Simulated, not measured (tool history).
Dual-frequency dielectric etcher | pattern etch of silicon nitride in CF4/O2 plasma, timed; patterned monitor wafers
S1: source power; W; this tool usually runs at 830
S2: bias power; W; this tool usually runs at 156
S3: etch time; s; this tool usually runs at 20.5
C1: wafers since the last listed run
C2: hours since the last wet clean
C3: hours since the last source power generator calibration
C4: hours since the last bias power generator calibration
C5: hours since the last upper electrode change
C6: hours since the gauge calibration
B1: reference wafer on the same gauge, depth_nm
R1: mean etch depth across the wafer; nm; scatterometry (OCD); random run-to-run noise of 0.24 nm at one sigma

| run | hour | S1 | S2 | S3 | C1 | C2 | C3 | C4 | C5 | C6 | B1 | R1 |
|---|---|---|---|---|---|---|---|---|---|---|---|---|
| 1 | 0.0 | 950 | 156 | 20.5 | 0 | 682.2 | 2564.5 | 3204.5 | 2779.3 | 2288.8 | 72.1 | 74.7 |
|  | 31.5 | wet clean of the chamber |
| 2 | 52.7 | 830 | 156 | 20.5 | 523 | 21.2 | 2617.2 | 3257.2 | 2832.0 | 2341.5 | 72.1 | 68.7 |
| 3 | 98.9 | 830 | 156 | 20.5 | 842 | 67.4 | 2663.4 | 3303.4 | 2878.2 | 2387.7 | 72.2 | 68.3 |
| 4 | 182.4 | 830 | 156 | 20.5 | 1523 | 150.9 | 2746.9 | 3386.9 | 2961.7 | 2471.2 | 72.2 | 68.5 |
| 5 | 247.9 | 830 | 156 | 20.5 | 1194 | 216.4 | 2812.4 | 3452.4 | 3027.2 | 2536.7 | 72.2 | 68.6 |
| 6 | 319.2 | 830 | 156 | 20.5 | 1300 | 287.7 | 2883.7 | 3523.7 | 3098.5 | 2608.0 | 72.3 | 68.4 |
| 7 | 381.3 | 830 | 156 | 20.5 | 1132 | 349.8 | 2945.8 | 3585.8 | 3160.6 | 2670.1 | 72.2 | 68.4 |
| 8 | 459.6 | 780 | 156 | 20.5 | 1428 | 428.1 | 3024.1 | 3664.1 | 3238.9 | 2748.4 | 72.2 | 66.1 |
| 9 | 541.5 | 780 | 156 | 20.5 | 1493 | 510.0 | 3106.0 | 3746.0 | 3320.8 | 2830.3 | 72.2 | 65.7 |
| 10 | 624.9 | 830 | 156 | 20.5 | 1521 | 593.4 | 3189.4 | 3829.4 | 3404.2 | 2913.7 | 72.3 | 68.5 |
|  | 659.3 | wet clean of the chamber |
| 11 | 680.5 | 830 | 156 | 15.5 | 576 | 21.2 | 3245.0 | 3885.0 | 3459.8 | 2969.3 | 72.2 | 51.9 |
| 12 | 735.0 | 830 | 156 | 20.5 | 994 | 75.7 | 3299.5 | 3939.5 | 3514.3 | 3023.8 | 72.2 | 68.7 |
|  | 807.1 | gauge calibrated |
| 13 | 832.1 | 640 | 156 | 17.0 | 1771 | 172.8 | 3396.6 | 4036.6 | 3611.4 | 25.0 | 72.2 | 48.6 |
| 14 | 897.4 | 830 | 183 | 16.5 | 1191 | 238.1 | 3461.9 | 4101.9 | 3676.7 | 90.3 | 72.3 | 59.7 |
| 15 | 987.5 | 670 | 137 | 14.5 | 1643 | 328.2 | 3552.0 | 4192.0 | 3766.8 | 180.4 | 72.1 | 40.1 |
|  | 1033.7 | upper electrode replaced |
| 16 | 1063.8 | 830 | 133 | 20.5 | 953 | 404.5 | 3628.3 | 4268.3 | 30.1 | 256.7 | 72.3 | 63.9 |
| 17 | 1137.1 | 830 | 119 | 20.5 | 1337 | 477.8 | 3701.6 | 4341.6 | 103.4 | 330.0 | 72.2 | 60.5 |
|  | 1159.9 | source power generator calibrated |
| 18 | 1212.4 | 830 | 156 | 20.5 | 1300 | 553.1 | 52.5 | 4416.9 | 178.7 | 405.3 | 72.3 | 69.0 |
|  | 1342.7 | wet clean of the chamber |
|  | 1367.3 | bias power generator calibrated |
| 19 | 1504.2 | 830 | 156 | 20.5 | 4811 | 161.5 | 344.3 | 136.9 | 470.5 | 697.1 | 72.1 | 67.6 |
| 20 | 1545.3 | 830 | 186 | 20.5 | 749 | 202.6 | 385.4 | 178.0 | 511.6 | 738.2 | 72.1 | 73.2 |
| 21 | 1624.1 | 830 | 156 | 20.5 | 1437 | 281.4 | 464.2 | 256.8 | 590.4 | 817.0 | 72.2 | 67.7 |
| 22 | 1667.5 | 670 | 156 | 20.5 | 791 | 324.8 | 507.6 | 300.2 | 633.8 | 860.4 | 72.1 | 59.1 |
| 23 | 1731.3 | 670 | 156 | 25.5 | 1163 | 388.6 | 571.4 | 364.0 | 697.6 | 924.2 | 72.3 | 73.1 |
| 24 | 1799.0 | 830 | 156 | 18.5 | 1234 | 456.3 | 639.1 | 431.7 | 765.3 | 991.9 | 72.3 | 60.6 |
| 25 | 1843.4 | 740 | 139 | 18.5 | 809 | 500.7 | 683.5 | 476.1 | 809.7 | 1036.3 | 72.2 | 53.7 |
|  | 1889.5 | wet clean of the chamber |
| 26 | 1946.1 | 710 | 128 | 20.5 | 1435 | 56.6 | 786.2 | 578.8 | 912.4 | 1139.0 | 72.3 | 55.7 |
| 27 | 2022.9 | 740 | 143 | 22.5 | 1400 | 133.4 | 863.0 | 655.6 | 989.2 | 1215.8 | 72.0 | 65.9 |
| 28 | 2085.7 | 990 | 127 | 25.5 | 1145 | 196.2 | 925.8 | 718.4 | 1052.0 | 1278.6 | 72.2 | 85.8 |
| 29 | 2129.1 | 1000 | 171 | 20.5 | 791 | 239.6 | 969.2 | 761.8 | 1095.4 | 1322.0 | 72.3 | 79.5 |
| 30 | 2233.1 | 830 | 156 | 20.5 | 1897 | 343.6 | 1073.2 | 865.8 | 1199.4 | 1426.0 | 72.3 | 67.9 |

Below, some changes in R1 between adjacent runs. For each, the amount present without the hidden state too (settings, incoming material, random variation) and the amount remaining for the hidden state with gauge scatter not shared by both compared results:
The hidden state here: etch rate over this chamber's usual, %; source power that arrives over what is set, %; bias power that arrives over what is set, %; gauge reads high (%).
Run 12 -> 13: S1 830 -> 640, S3 20.5 -> 17.0, gauge calibrated. R1 -20.1 nm: hidden state -0.2, all else -19.9.
Run 14 -> 15: S1 830 -> 670, S2 183 -> 137, S3 16.5 -> 14.5. R1 -19.6 nm: hidden state -0.4, all else -19.2.
Run 15 -> 16: S1 670 -> 830, S2 137 -> 133, S3 14.5 -> 20.5, upper electrode replaced. R1 +23.8 nm: hidden state +0.5, all else +23.3.
Run 18 -> 19: wet clean of the chamber, bias power generator calibrated. R1 -1.4 nm: hidden state -1.6, all else +0.2.
Run 27 -> 28: S1 740 -> 990, S2 143 -> 127, S3 22.5 -> 25.5. R1 +19.9 nm: hidden state +0.1, all else +19.8.
